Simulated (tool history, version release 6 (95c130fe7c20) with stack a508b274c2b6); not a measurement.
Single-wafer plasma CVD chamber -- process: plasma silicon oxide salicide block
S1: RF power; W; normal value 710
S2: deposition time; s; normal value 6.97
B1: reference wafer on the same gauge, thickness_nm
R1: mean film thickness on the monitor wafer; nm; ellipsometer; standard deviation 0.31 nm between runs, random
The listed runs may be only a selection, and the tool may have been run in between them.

{"run": 1, "hour": 0.0, "S1": 710, "S2": 6.62, "B1": 90.664, "R1": 77.306}
{"run": 2, "hour": 30.4, "S1": 710, "S2": 6.62, "B1": 90.571, "R1": 77.334}
{"run": 3, "hour": 89.4, "S1": 710, "S2": 6.62, "B1": 90.52, "R1": 77.677}
{"run": 4, "hour": 131.8, "S1": 710, "S2": 6.97, "B1": 90.597, "R1": 81.667}
{"run": 5, "hour": 194.1, "S1": 710, "S2": 6.97, "B1": 90.564, "R1": 81.553}
{"run": 6, "hour": 242.8, "S1": 710, "S2": 6.97, "B1": 90.621, "R1": 81.274}
{"hour": 314.8, "done": "showerhead replaced"}
{"run": 7, "hour": 315.3, "S1": 710, "S2": 6.97, "B1": 90.596, "R1": 81.375}
{"run": 8, "hour": 353.7, "S1": 710, "S2": 7.46, "B1": 90.604, "R1": 86.799}
{"run": 9, "hour": 425.3, "S1": 710, "S2": 7.46, "B1": 90.702, "R1": 87.441}
{"run": 10, "hour": 487.8, "S1": 710, "S2": 5.87, "B1": 90.611, "R1": 68.605}
{"run": 11, "hour": 523.6, "S1": 710, "S2": 7.46, "B1": 90.611, "R1": 86.67}

Run 12 comes next. What will it give?
{"run": 12, "hour": 568.4, "S1": 850, "S2": 6.97, "B1": "?", "R1": "?"}

Run 12 measured B1 90.611, R1 85.944 nm.
With the hidden condition absent and the run-to-run variation left alone, this run would have shown R1 85.944 nm.
